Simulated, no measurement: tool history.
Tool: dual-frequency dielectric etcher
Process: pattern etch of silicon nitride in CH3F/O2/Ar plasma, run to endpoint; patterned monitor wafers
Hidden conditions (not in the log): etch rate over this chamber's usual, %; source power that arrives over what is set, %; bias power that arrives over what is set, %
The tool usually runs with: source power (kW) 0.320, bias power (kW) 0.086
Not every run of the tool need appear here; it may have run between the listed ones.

run    hour  source power (kW)  bias power (kW)  wafers since the last listed run  hours since the last wet clean  hours since the last source power generator calibration  hours since the last bias power generator calibration  hours since the last upper electrode change  incoming incoming film thickness, nm  endpoint time (s)
  1     0.0              0.320            0.086                                 0                           419.7                                                   2215.7                                                 3069.1                                       1260.9                                 24.97               39.3
       58.0  -- wet clean of the chamber
  2   103.3              0.320            0.086                               881                            45.3                                                   2319.0                                                 3172.4                                       1364.2                                 24.75               39.1
      122.9  -- source power generator calibrated
  3   185.4              0.320            0.086                               868                           127.4                                                     62.5                                                 3254.5                                       1446.3                                 24.96               39.5
  4   282.6              0.320            0.086                              1080                           224.6                                                    159.7                                                 3351.7                                       1543.5                                 25.00               39.4
  5   585.3              0.320            0.086                              3365                           527.3                                                    462.4                                                 3654.4                                       1846.2                                 24.84               39.7
      647.5  -- wet clean of the chamber
  6   828.5              0.360            0.086                              2437                           181.0                                                    705.6                                                 3897.6                                       2089.4                                 24.94               38.4
  7   906.1              0.320            0.086                               862                           258.6                                                    783.2                                                 3975.2                                       2167.0                                 24.78               39.4
  8  1012.7              0.320            0.086                              1185                           365.2                                                    889.8                                                 4081.8                                       2273.6                                 24.82               39.5
  9  1053.4              0.320            0.086                               452                           405.9                                                    930.5                                                 4122.5                                       2314.3                                 24.82               39.5
 10  1112.8              0.320            0.086                               660                           465.3                                                    989.9                                                 4181.9                                       2373.7                                 24.88               39.4
     1154.9  -- wet clean of the chamber
 11  1206.8              0.320            0.086                               778                            51.9                                                   1083.9                                                 4275.9                                       2467.7                                 24.96               39.8
     1257.2  -- upper electrode replaced
 12  1286.1              0.320            0.086                               614                           131.2                                                   1163.2                                                 4355.2                                         28.9                                 24.93               39.7
 13  1347.9              0.380            0.086                               687                           193.0                                                   1225.0                                                 4417.0                                         90.7                                 25.13               37.6
 14  1422.9              0.320            0.086                               833                           268.0                                                   1300.0                                                 4492.0                                        165.7                                 24.78               39.6
     1456.5  -- bias power generator calibrated
 15  1525.1              0.280            0.094                              1091                           370.2                                                   1402.2                                                   68.6                                        267.9                                 24.72               39.1
 16  1626.3              0.370            0.097                              1125                           471.4                                                   1503.4                                                  169.8                                        369.1                                 24.76               35.8
 17  1714.3              0.240            0.104                               978                           559.4                                                   1591.4                                                  257.8                                        457.1                                 24.50               39.4
     1740.4  -- wet clean of the chamber
 18  1797.9              0.390            0.070                               662                            57.5                                                   1675.0                                                  341.4                                        540.7                                 24.65               38.6
 19  1885.0              0.320            0.086                               968                           144.6                                                   1762.1                                                  428.5                                        627.8                                 24.61               38.6
 20  1929.6              0.260            0.092                               495                           189.2                                                   1806.7                                                  473.1                                        672.4                                 24.97               40.9
 21  1993.4              0.390            0.070                               709                           253.0                                                   1870.5                                                  536.9                                        736.2                                 24.74               38.8
 22  2081.1              0.320            0.086                               975                           340.7                                                   1958.2                                                  624.6                                        823.9                                 24.62               38.8
 23  2117.7              0.290            0.068                               406                           377.3                                                   1994.8                                                  661.2                                        860.5                                 24.96               43.6
     2180.5  -- source power generator calibrated
     2212.2  -- wet clean of the chamber
 24  2212.7              0.270            0.072                               745                             0.5                                                     32.2                                                  756.2                                        955.5                                 24.97               43.6
 25  2288.1              0.260            0.080                               838                            75.9                                                    107.6                                                  831.6                                       1030.9                                 25.17               42.9
 26  2392.7              0.260            0.092                              1163                           180.5                                                    212.2                                                  936.2                                       1135.5                                 24.89               40.6
 27  2488.5              0.270            0.104                              1065                           276.3                                                    308.0                                                 1032.0                                       1231.3                                 24.94               38.6
 28  2573.7              0.320            0.086                               947                           361.5                                                    393.2                                                 1117.2                                       1316.5                                 24.91               38.9
 29  2618.5              0.380            0.065                               498                           406.3                                                    438.0                                                 1162.0                                       1361.3                                 24.83               39.9
 30  2682.5              0.380            0.067                               711                           470.3                                                    502.0                                                 1226.0                                       1425.3                                 24.74               39.6
 31  2771.2              0.320            0.086                               986                           559.0                                                    590.7                                                 1314.7                                       1514.0                                 24.58               38.5

Pick out some run-to-run changes in endpoint time (s). Of each, how much would a tool without hidden state show as well, from the settings, what came in and chance, and how much is left for the hidden state and any gauge scatter not in both results compared?
Run 1 -> 2: wet clean of the chamber. endpoint time (s) -0.2: hidden state +0.1, all else -0.3.
Run 13 -> 14: source power (kW) 0.380 -> 0.320. endpoint time (s) +2.0: hidden state +0.2, all else +1.8.
Run 14 -> 15: source power (kW) 0.320 -> 0.280, bias power (kW) 0.086 -> 0.094, bias power generator calibrated. endpoint time (s) -0.5: hidden state -0.8, all else +0.3.
Run 15 -> 16: source power (kW) 0.280 -> 0.370, bias power (kW) 0.094 -> 0.097. endpoint time (s) -3.3: hidden state +0.0, all else -3.3.
Run 16 -> 17: source power (kW) 0.370 -> 0.240, bias power (kW) 0.097 -> 0.104. endpoint time (s) +3.6: hidden state +0.0, all else +3.6.
Run 22 -> 23: source power (kW) 0.320 -> 0.290, bias power (kW) 0.086 -> 0.068. endpoint time (s) +4.8: hidden state +0.1, all else +4.7.
